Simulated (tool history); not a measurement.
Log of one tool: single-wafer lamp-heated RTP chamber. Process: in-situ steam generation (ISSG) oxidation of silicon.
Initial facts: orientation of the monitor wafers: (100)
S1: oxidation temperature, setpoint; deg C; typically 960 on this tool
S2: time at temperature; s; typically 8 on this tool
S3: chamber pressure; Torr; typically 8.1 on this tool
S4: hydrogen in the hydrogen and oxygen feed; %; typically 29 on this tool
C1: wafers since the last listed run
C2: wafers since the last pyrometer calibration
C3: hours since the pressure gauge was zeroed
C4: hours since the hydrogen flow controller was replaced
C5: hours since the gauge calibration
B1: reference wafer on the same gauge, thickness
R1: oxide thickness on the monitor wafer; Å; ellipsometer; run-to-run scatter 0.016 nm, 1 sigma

Run 1, hour 0: usual settings; C1 0; C2 3650; C3 936.7; C4 3093.5; C5 400.3; B1 3.74. Result: R1 36.24 Å.
Run 2, hour 67.6: usual settings; C1 428; C2 4079; C3 1004.3; C4 3161.1; C5 467.9; B1 3.739. Result: R1 36.15 Å.
Run 3, hour 122.3: usual settings; C1 347; C2 4426; C3 1059; C4 3215.8; C5 522.6; B1 3.74. Result: R1 36.18 Å.
Run 4, hour 209.3: usual settings; C1 552; C2 4979; C3 1146; C4 3302.8; C5 609.6; B1 3.739. Result: R1 35.85 Å.
Run 5, hour 298.8: usual settings but S4 22 %; C1 567; C2 5546; C3 1235.5; C4 3392.3; C5 699.1; B1 3.744. Result: R1 33.27 Å.
At hour 309: pyrometer window cleaned and pyrometer calibrated.
Run 6, hour 385.1: usual settings but S4 22 %; C1 496; C2 482; C3 1321.8; C4 3478.6; C5 785.4; B1 3.737. Result: R1 33.6 Å.
Run 7, hour 456.2: usual settings but S4 22 %; C1 451; C2 933; C3 1392.9; C4 3549.7; C5 856.5; B1 3.736. Result: R1 33.59 Å.
Run 8, hour 512.4: usual settings; C1 356; C2 1290; C3 1449.1; C4 3605.9; C5 912.7; B1 3.737. Result: R1 36.19 Å.
At hour 561.4: pyrometer window cleaned and pyrometer calibrated, repeated, since the last time left the tool worse.
Run 9, hour 604.8: usual settings but S3 8.8 Torr; C1 535; C2 275; C3 1541.5; C4 3698.3; C5 1005.1; B1 3.74. Result: R1 35.24 Å.
Run 10, hour 660: usual settings but S3 8.8 Torr; C1 350; C2 625; C3 1596.7; C4 3753.5; C5 1060.3; B1 3.739. Result: R1 35.61 Å.
Run 11, hour 701.7: usual settings but S4 26 %; C1 264; C2 890; C3 1638.4; C4 3795.2; C5 1102; B1 3.742. Result: R1 34.57 Å.
Run 12, hour 757.8: usual settings but S4 26 %; C1 356; C2 1246; C3 1694.5; C4 3851.3; C5 1158.1; B1 3.742. Result: R1 34.43 Å.
Run 13, hour 829.9: usual settings; C1 457; C2 1703; C3 1766.6; C4 3923.4; C5 1230.2; B1 3.738. Result: R1 35.93 Å.
Run 14, hour 874.7: usual settings but S3 7 Torr, S4 22 %; C1 284; C2 1987; C3 1811.4; C4 3968.2; C5 1275; B1 3.739. Result: R1 33.13 Å.
Run 15, hour 917.3: usual settings but S1 953 deg C, S3 6.9 Torr, S4 32 %; C1 270; C2 2258; C3 1854; C4 4010.8; C5 1317.6; B1 3.74. Result: R1 36.53 Å.
Run 16, hour 964.4: usual settings but S2 6 s, S4 20 %; C1 298; C2 2557; C3 1901.1; C4 4057.9; C5 1364.7; B1 3.743. Result: R1 29.15 Å.
At hour 1002.5: pressure gauge zeroed.
Run 17, hour 1045.2: usual settings but S1 951 deg C, S4 20 %; C1 461; C2 3019; C3 42.7; C4 4138.7; C5 1445.5; B1 3.74. Result: R1 31.82 Å.
Run 18, hour 1139.2: usual settings but S3 9.4 Torr, S4 26 %; C1 596; C2 3615; C3 136.7; C4 4232.7; C5 1539.5; B1 3.742. Result: R1 34.28 Å.
Run 19, hour 1176.3: usual settings but S3 8.8 Torr; C1 235; C2 3851; C3 173.8; C4 4269.8; C5 1576.6; B1 3.74. Result: R1 35.82 Å.
At hour 1210.3: gauge calibrated.
Run 20, hour 1220.1: usual settings but S2 7 s; C1 277; C2 4128; C3 217.6; C4 4313.6; C5 9.8; B1 3.742. Result: R1 34.52 Å.
At hour 1291.2: hydrogen flow controller replaced.
Run 21, hour 1475.9: usual settings but S2 11 s, S3 7.7 Torr, S4 32 %; C1 1572; C2 5701; C3 473.4; C4 184.7; C5 265.6; B1 3.738. Result: R1 41.9 Å.
Run 22, hour 1531.3: usual settings but S1 971 deg C, S2 6 s, S3 7 Torr, S4 32 %; C1 351; C2 6053; C3 528.8; C4 240.1; C5 321; B1 3.74. Result: R1 34.91 Å.
At hour 1552.7: pyrometer window cleaned and pyrometer calibrated.
Run 23, hour 1599.1: usual settings but S1 945 deg C, S4 26 %; C1 379; C2 294; C3 596.6; C4 307.9; C5 388.8; B1 3.742. Result: R1 33.34 Å.
Run 24, hour 1642.4: usual settings; C1 274; C2 569; C3 639.9; C4 351.2; C5 432.1; B1 3.74. Result: R1 35.85 Å.
Run 25, hour 1701.9: usual settings but S4 23 %; C1 377; C2 946; C3 699.4; C4 410.7; C5 491.6; B1 3.741. Result: R1 33.56 Å.

Forecast each of these 3 alternatives for the next run:
Run A, hour 1702.3: usual settings; C1 2; C2 949; C3 699.8; C4 411.1; C5 492; B1 ?. Result: R1 ?.
Run B, hour 1702.3: usual settings but S1 951 deg C, S4 21 %; C1 2; C2 949; C3 699.8; C4 411.1; C5 492; B1 ?. Result: R1 ?.
Run C, hour 1702.3: usual settings but S2 6 s, S3 7.5 Torr, S4 20 %; C1 2; C2 949; C3 699.8; C4 411.1; C5 492; B1 ?. Result: R1 ?.

run     B1     R1
  A  3.739  35.87
  B  3.739  32.16
  C  3.739  29.12
The same runs, with their run-to-run variation unchanged, on a tool lacking any hidden condition would have given:
run     R1
  A  35.62
  B  31.94
  C  28.94
